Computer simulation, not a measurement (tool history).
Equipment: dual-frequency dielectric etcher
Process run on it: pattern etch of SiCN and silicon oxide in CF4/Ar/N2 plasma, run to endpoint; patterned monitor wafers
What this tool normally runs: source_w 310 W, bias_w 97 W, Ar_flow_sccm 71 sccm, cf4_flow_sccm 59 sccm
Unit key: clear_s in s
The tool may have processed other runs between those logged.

run	hour	source_w	bias_w	Ar_flow_sccm	cf4_flow_sccm	wafers since the last listed run	hours since the last wet clean	hours since the last source power generator calibration	hours since the last bias power generator calibration	hours since the last Ar flow controller change	hours since the last CF4 flow controller change	hours since the last upper electrode change	incoming incoming film thickness, nm	clear_s
1	0.0	310	97	65	59	0	200.9	4215.1	3046.3	4050.3	2019.9	4425.0	13.71	20.3
2	64.4	310	97	71	59	1162	265.3	4279.5	3110.7	4114.7	2084.3	4489.4	13.60	20.4
# hour 93.0: Ar flow controller replaced
3	121.4	310	97	71	59	920	322.3	4336.5	3167.7	28.4	2141.3	4546.4	13.63	20.7
4	173.6	310	108	57	59	942	374.5	4388.7	3219.9	80.6	2193.5	4598.6	13.53	18.7
5	227.4	310	108	57	59	971	428.3	4442.5	3273.7	134.4	2247.3	4652.4	13.66	19.0
# hour 238.4: CF4 flow controller replaced
6	281.7	310	97	71	59	872	482.6	4496.8	3328.0	188.7	43.3	4706.7	13.60	20.7
# hour 307.2: source power generator calibrated
7	348.6	310	97	71	59	1135	549.5	41.4	3394.9	255.6	110.2	4773.6	13.60	22.0
# hour 391.8: wet clean of the chamber
8	392.3	310	97	71	67	355	0.5	85.1	3438.6	299.3	153.9	4817.3	13.38	20.4
9	414.7	350	97	71	59	404	22.9	107.5	3461.0	321.7	176.3	4839.7	13.59	18.8
# hour 431.8: bias power generator calibrated
10	483.3	310	97	71	67	1166	91.5	176.1	51.5	390.3	244.9	4908.3	13.55	20.8
11	543.8	310	97	62	59	1092	152.0	236.6	112.0	450.8	305.4	4968.8	13.78	21.1
12	615.5	310	97	78	72	1294	223.7	308.3	183.7	522.5	377.1	5040.5	13.51	20.8
13	657.5	310	97	77	59	758	265.7	350.3	225.7	564.5	419.1	5082.5	13.73	21.5
14	708.0	280	97	57	63	911	316.2	400.8	276.2	615.0	469.6	5133.0	13.52	22.5
15	753.9	260	97	71	59	828	362.1	446.7	322.1	660.9	515.5	5178.9	13.53	25.0
16	799.2	310	80	53	67	817	407.4	492.0	367.4	706.2	560.8	5224.2	13.50	22.4
# hour 830.7: upper electrode replaced
17	849.1	260	83	88	66	467	457.3	541.9	417.3	756.1	610.7	18.4	13.56	27.9
# hour 905.6: wet clean of the chamber
18	917.8	310	91	71	53	807	12.2	610.6	486.0	824.8	679.4	87.1	13.49	22.0
19	961.2	260	116	71	46	783	55.6	654.0	529.4	868.2	722.8	130.5	13.73	23.5
20	1014.4	310	97	60	59	960	108.8	707.2	582.6	921.4	776.0	183.7	13.65	20.7
21	1047.1	310	86	71	59	590	141.5	739.9	615.3	954.1	808.7	216.4	13.65	22.7
22	1115.1	310	97	71	59	1227	209.5	807.9	683.3	1022.1	876.7	284.4	13.72	21.3
23	1181.4	310	97	60	59	1197	275.8	874.2	749.6	1088.4	943.0	350.7	13.60	20.8
24	1207.5	330	97	71	59	471	301.9	900.3	775.7	1114.5	969.1	376.8	13.53	19.9

Here are 4 independent what-if runs from the current tool condition. What would each one return?
A	1207.9	310	97	71	59	7	302.3	900.7	776.1	1114.9	969.5	377.2	13.51	?
B	1207.9	230	97	60	48	7	302.3	900.7	776.1	1114.9	969.5	377.2	13.51	?
C	1207.9	310	110	77	67	7	302.3	900.7	776.1	1114.9	969.5	377.2	13.51	?
D	1207.9	360	83	76	74	7	302.3	900.7	776.1	1114.9	969.5	377.2	13.51	?

run	clear_s
A	21.1
B	28.4
C	19.5
D	19.6
Without the tool's hidden state the same runs would have given:
run	clear_s
A	21.2
B	28.4
C	19.6
D	19.6

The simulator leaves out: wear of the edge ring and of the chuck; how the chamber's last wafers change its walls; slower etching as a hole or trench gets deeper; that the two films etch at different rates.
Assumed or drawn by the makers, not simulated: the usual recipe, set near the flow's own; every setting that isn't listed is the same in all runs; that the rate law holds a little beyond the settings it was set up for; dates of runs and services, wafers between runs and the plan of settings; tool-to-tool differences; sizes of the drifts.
